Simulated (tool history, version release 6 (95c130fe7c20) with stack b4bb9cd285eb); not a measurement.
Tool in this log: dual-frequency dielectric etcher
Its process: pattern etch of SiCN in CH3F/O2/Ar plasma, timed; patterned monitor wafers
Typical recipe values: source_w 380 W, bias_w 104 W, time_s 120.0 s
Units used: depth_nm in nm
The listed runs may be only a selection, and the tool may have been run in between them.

| run | hour | source_w | bias_w | time_s | wafers since the last listed run | hours since the last wet clean | hours since the last source power generator calibration | hours since the last bias power generator calibration | hours since the last upper electrode change | hours since the gauge calibration | read-back reference wafer on the same gauge, depth_nm | depth_nm |
|---|---|---|---|---|---|---|---|---|---|---|---|---|
| 1 | 0.0 | 380 | 104 | 120.0 | 0 | 272.4 | 2843.7 | 1748.5 | 3226.6 | 528.4 | 51.4 | 53.0 |
| 2 | 13.5 | 380 | 120 | 120.0 | 112 | 285.9 | 2857.2 | 1762.0 | 3240.1 | 541.9 | 51.4 | 54.8 |
| 3 | 30.1 | 380 | 104 | 120.0 | 138 | 302.5 | 2873.8 | 1778.6 | 3256.7 | 558.5 | 51.4 | 53.4 |
| 4 | 47.6 | 300 | 104 | 120.0 | 146 | 320.0 | 2891.3 | 1796.1 | 3274.2 | 576.0 | 51.3 | 49.1 |
|  | 54.6 | gauge calibrated |
| 5 | 65.2 | 300 | 104 | 120.0 | 147 | 337.6 | 2908.9 | 1813.7 | 3291.8 | 10.6 | 51.4 | 48.6 |
| 6 | 74.4 | 380 | 104 | 120.0 | 76 | 346.8 | 2918.1 | 1822.9 | 3301.0 | 19.8 | 51.4 | 53.0 |
| 7 | 92.0 | 310 | 104 | 109.0 | 147 | 364.4 | 2935.7 | 1840.5 | 3318.6 | 37.4 | 51.4 | 45.4 |
|  | 105.1 | source power generator calibrated |
| 8 | 105.6 | 310 | 104 | 109.0 | 80 | 378.0 | 0.5 | 1854.1 | 3332.2 | 51.0 | 51.4 | 45.6 |
| 9 | 136.8 | 380 | 104 | 120.0 | 260 | 409.2 | 31.7 | 1885.3 | 3363.4 | 82.2 | 51.4 | 53.8 |
| 10 | 153.9 | 380 | 104 | 120.0 | 143 | 426.3 | 48.8 | 1902.4 | 3380.5 | 99.3 | 51.5 | 53.8 |
| 11 | 163.7 | 310 | 104 | 132.0 | 81 | 436.1 | 58.6 | 1912.2 | 3390.3 | 109.1 | 51.4 | 55.0 |
|  | 174.5 | bias power generator calibrated |
|  | 189.3 | upper electrode replaced |
|  | 212.1 | wet clean of the chamber |
| 12 | 212.6 | 330 | 89 | 95.0 | 60 | 0.5 | 107.5 | 38.1 | 23.3 | 158.0 | 51.5 | 37.1 |
| 13 | 213.0 | 350 | 87 | 84.5 | 3 | 0.9 | 107.9 | 38.5 | 23.7 | 158.4 | 51.5 | 33.5 |
| 14 | 213.3 | 450 | 78 | 97.0 | 2 | 1.2 | 108.2 | 38.8 | 24.0 | 158.7 | 51.3 | 40.6 |
| 15 | 213.7 | 380 | 112 | 120.0 | 3 | 1.6 | 108.6 | 39.2 | 24.4 | 159.1 | 51.4 | 51.8 |
| 16 | 217.7 | 380 | 104 | 120.0 | 33 | 5.6 | 112.6 | 43.2 | 28.4 | 163.1 | 51.4 | 51.3 |
| 17 | 229.7 | 380 | 104 | 129.0 | 100 | 17.6 | 124.6 | 55.2 | 40.4 | 175.1 | 51.3 | 54.8 |
| 18 | 241.8 | 300 | 83 | 99.5 | 101 | 29.7 | 136.7 | 67.3 | 52.5 | 187.2 | 51.4 | 36.7 |
| 19 | 251.2 | 320 | 104 | 100.0 | 78 | 39.1 | 146.1 | 76.7 | 61.9 | 196.6 | 51.4 | 40.1 |

Forecast run 20:
| 20 | 286.1 | 380 | 104 | 120.0 | 291 | 74.0 | 181.0 | 111.6 | 96.8 | 231.5 | ? | ? |

{"run 20": {"read-back reference wafer on the same gauge, depth_nm": 51.4, "depth_nm": 51.2}}
Minus the tool's unlogged condition, the same run would have read depth_nm 50.7 nm.
